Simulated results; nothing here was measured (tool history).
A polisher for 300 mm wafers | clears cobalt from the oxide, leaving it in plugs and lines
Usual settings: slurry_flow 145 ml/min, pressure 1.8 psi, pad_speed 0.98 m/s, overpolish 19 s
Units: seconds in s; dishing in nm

run    hour  slurry_flow  pressure  pad_speed  overpolish  wafers since the last listed run  wafers polished on this pad  hours since the slurry nozzle was cleaned  hours since the head pressure was calibrated  incoming thickness of the incoming film, nm  seconds  dishing
  1       0          145       1.8       1.12          19                                 0                          528                                      476.6                                          67.4                                        180.2     31.2     37.9
  2    66.9          145       1.8       1.14          23                               735                         1263                                      543.5                                         134.3                                        176.6     31.2     41.1
  3   113.7          145       1.8       1.14          23                               514                         1778                                      590.3                                         181.1                                        178.1     31.9     41.1
  4   161.7          145       1.8       1.14          23                               527                         2305                                      638.3                                         229.1                                        179.2     33.1     41.8
      186.5  -- slurry nozzle cleaned
  5   191.5          145       1.8       0.98          19                               316                         2622                                          5                                         258.9                                        179.4     35.1     36.6
      338.8  -- worn pad replaced by a new one
  6   373.6          145       1.8       1.14          19                              1957                          382                                      187.1                                           441                                        178.7     31.1     38.8
  7     419          145       1.8       1.14          19                               499                          881                                      232.5                                         486.4                                        179.8     31.3     38.7
  8   448.5          145       1.8       1.14          19                               324                         1205                                        262                                         515.9                                        178.5     30.8     39.3
  9   476.8          145       1.8       0.98          19                               311                         1516                                      290.3                                         544.2                                          182     36.1       39
      531.4  -- head pressure recalibrated
 10   536.4          145       1.8       0.98          19                               633                         2149                                      349.9                                             5                                        180.2     36.1     37.5
 11   566.4          145       1.8       0.98          19                               329                         2479                                      379.9                                            35                                        180.3     35.8       38
 12   629.9          145       1.8       0.98          19                               697                         3177                                      443.4                                          98.5                                        180.2     36.6     36.2
 13   671.9           95       2.1       0.98          19                               461                         3639                                      485.4                                         140.5                                        178.7     34.2     38.6
 14   699.2          130       1.8       0.66          19                               300                         3939                                      512.7                                         167.8                                        180.1     55.7     31.5
      704.5  -- worn pad replaced by a new one
 15   725.2          145       1.8       0.98          19                               241                          228                                      538.7                                         193.8                                        177.3     36.3     36.1
 16   791.6          180       1.8       1.26          10                               729                          957                                      605.1                                         260.2                                        179.5     27.9     32.2
      835.8  -- slurry nozzle cleaned
 17   848.7          115       2.3       0.98          19                               616                         1574                                       12.9                                         317.3                                        178.2     28.5     40.1
 18     885          145       1.8       0.98           9                               398                         1973                                       49.2                                         353.6                                        178.7     35.5       27
 19   954.2          170       1.8       0.98          19                               760                         2734                                      118.4                                         422.8                                        178.9     35.1       37
 20  1014.5          145       1.8       0.98          19                               662                         3396                                      178.7                                         483.1                                        178.4     34.7       36
 21  1060.2          105       1.8        0.8          19                               502                         3899                                      224.4                                         528.8                                          183     46.4     34.5
     1104.9  -- worn pad replaced by a new one
 22  1111.9          160       2.3       0.98          26                               524                           77                                      276.1                                         580.5                                        180.2     27.9     43.6
 23  1142.1          145       1.8       0.98          19                               331                          409                                      306.3                                         610.7                                        180.1     35.4     38.3
     1152.6  -- head pressure recalibrated
 24  1207.5          145       1.8       0.98          19                               696                         1106                                      371.7                                          54.9                                        181.1     36.8     36.2
 25  1231.9          130       1.8       0.98          19                               268                         1374                                      396.1                                          79.3                                        178.7     37.8     35.7
 26    1273          145       1.8       0.98          19                               451                         1826                                      437.2                                         120.4                                        179.1     37.6       37
 27  1309.9          145       2.1       1.26          19                               405                         2231                                      474.1                                         157.3                                        177.6     24.1     39.4
 28  1367.4          145       2.1       0.98          19                               632                         2863                                      531.6                                         214.8                                        179.1     32.4     38.7
 29  1406.2          145       1.8        0.8          19                               426                         3290                                      570.4                                         253.6                                        181.4     45.9     32.9
 30  1476.5          145       1.3       1.14          28                               772                         4062                                      640.7                                         323.9                                        178.7     44.7     39.9
     1531.7  -- slurry nozzle cleaned
     1588.3  -- worn pad replaced by a new one
 31  1613.8          145       1.8       0.98          19                              1454                          280                                       82.1                                         461.2                                          179     34.2     37.9
 32  1669.2          170       1.8       0.98          28                               608                          888                                      137.5                                         516.6                                        183.9     34.1     40.8
     1691.6  -- head pressure recalibrated
 33  1730.2          110       1.8       0.98          15                               648                         1537                                      198.5                                          38.6                                        179.9     38.2     35.2

5 ways to go on from here, each from the tool as it stands after run 33. What would each give?
  A  1730.6          145       1.8       0.98          19                                 4                         1541                                      198.9                                            39                                        181.6        ?        ?
  B  1730.6          175       1.8        1.3          23                                 4                         1541                                      198.9                                            39                                        181.6        ?        ?
  C  1730.6          160       1.8        1.1          19                                 4                         1541                                      198.9                                            39                                        181.6        ?        ?
  D  1730.6          105       1.8       0.98          16                                 4                         1541                                      198.9                                            39                                        181.6        ?        ?
  E  1730.6          145       2.1       0.78          11                                 4                         1541                                      198.9                                            39                                        181.6        ?        ?

run  seconds  dishing
  A     35.9     36.6
  B     26.4     40.8
  C     31.6       38
  D     37.6     33.9
  E     38.7     27.8
Without the tool's hidden state the same runs would have given:
run  seconds  dishing
  A     35.3     36.9
  B       26     40.9
  C     31.1     38.2
  D     36.8     34.2
  E       38     28.1
